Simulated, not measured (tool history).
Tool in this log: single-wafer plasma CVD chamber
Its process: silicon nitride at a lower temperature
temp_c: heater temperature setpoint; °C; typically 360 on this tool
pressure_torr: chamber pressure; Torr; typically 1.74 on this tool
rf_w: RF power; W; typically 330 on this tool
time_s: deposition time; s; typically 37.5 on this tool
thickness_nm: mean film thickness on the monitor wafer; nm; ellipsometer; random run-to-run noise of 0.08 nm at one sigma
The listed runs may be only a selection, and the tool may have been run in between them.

run,hour,temp_c,pressure_torr,rf_w,time_s,wafers since the last listed run,hours since the last thermocouple change,hours since the last RF generator calibration,hours since the last manometer calibration,hours since the showerhead was replaced,hours since the gauge calibration,"read-back reference wafer on the same gauge, thickness_nm",thickness_nm
1,0.0,360,1.74,330,37.5,0,2483.5,1247.0,1001.8,2963.8,12.6,37.301,41.577
2,9.8,360,1.74,285,37.5,196,2493.3,1256.8,1011.6,2973.6,22.4,37.302,37.699
3,16.1,369,1.74,295,37.5,126,2499.6,1263.1,1017.9,2979.9,28.7,37.286,38.410
4,28.0,369,1.74,295,37.5,238,2511.5,1275.0,1029.8,2991.8,40.6,37.291,38.491
5,34.3,369,1.74,295,37.5,126,2517.8,1281.3,1036.1,2998.1,46.9,37.300,38.426
6,49.5,360,1.74,330,37.5,305,2533.0,1296.5,1051.3,3013.3,62.1,37.307,41.453
# hour 74.5: capacitance manometer re-zeroed and calibrated
7,75.0,360,1.74,330,37.5,351,2558.5,1322.0,0.5,3038.8,87.6,37.280,41.351
8,76.3,360,1.74,330,37.5,26,2559.8,1323.3,1.8,3040.1,88.9,37.281,41.576
9,86.3,360,1.74,330,37.5,200,2569.8,1333.3,11.8,3050.1,98.9,37.311,41.301
10,96.0,360,1.74,330,37.5,194,2579.5,1343.0,21.5,3059.8,108.6,37.292,41.348
# hour 118.0: RF generator calibrated
# hour 118.4: thermocouple changed; heater temperature recalibrated
11,118.9,360,1.74,330,32.9,292,0.5,0.9,44.4,3082.7,131.5,37.303,34.998
12,123.9,360,1.74,330,42.5,100,5.5,5.9,49.4,3087.7,136.5,37.309,45.195
# hour 134.5: showerhead replaced
13,135.7,360,1.74,385,37.5,76,17.3,17.7,61.2,1.2,148.3,37.299,43.981
# hour 151.9: gauge calibrated
# hour 159.7: RF generator calibrated, repeated, since the last time left the tool worse
14,160.2,352,2.09,390,34.0,331,41.8,0.5,85.7,25.7,8.3,37.297,45.098
15,166.8,360,1.74,330,32.9,132,48.4,7.1,92.3,32.3,14.9,37.316,37.445
16,184.6,355,1.35,290,34.7,357,66.2,24.9,110.1,50.1,32.7,37.299,33.973
17,209.7,360,2.09,330,40.0,503,91.3,50.0,135.2,75.2,57.8,37.306,47.732
18,217.6,360,1.95,330,37.5,158,99.2,57.9,143.1,83.1,65.7,37.278,43.956
19,230.8,353,1.99,300,37.5,264,112.4,71.1,156.3,96.3,78.9,37.319,41.625
20,248.0,360,1.74,330,37.5,345,129.6,88.3,173.5,113.5,96.1,37.282,42.639

Below are 5 alternative next runs, each starting from the tool's condition after run 20. Predict each:
A,248.4,360,2.00,330,37.5,8,130.0,88.7,173.9,113.9,96.5,?,?
B,248.4,367,1.34,310,44.7,8,130.0,88.7,173.9,113.9,96.5,?,?
C,248.4,360,2.12,330,37.5,8,130.0,88.7,173.9,113.9,96.5,?,?
D,248.4,374,1.74,330,37.5,8,130.0,88.7,173.9,113.9,96.5,?,?
E,248.4,360,1.47,270,37.5,8,130.0,88.7,173.9,113.9,96.5,?,?

run,"read-back reference wafer on the same gauge, thickness_nm",thickness_nm
A,37.306,44.142
B,37.306,45.382
C,37.306,44.776
D,37.306,42.338
E,37.306,35.773
Without the tool's hidden state the same runs would have given:
run,thickness_nm
A,44.367
B,45.613
C,45.004
D,42.553
E,35.967
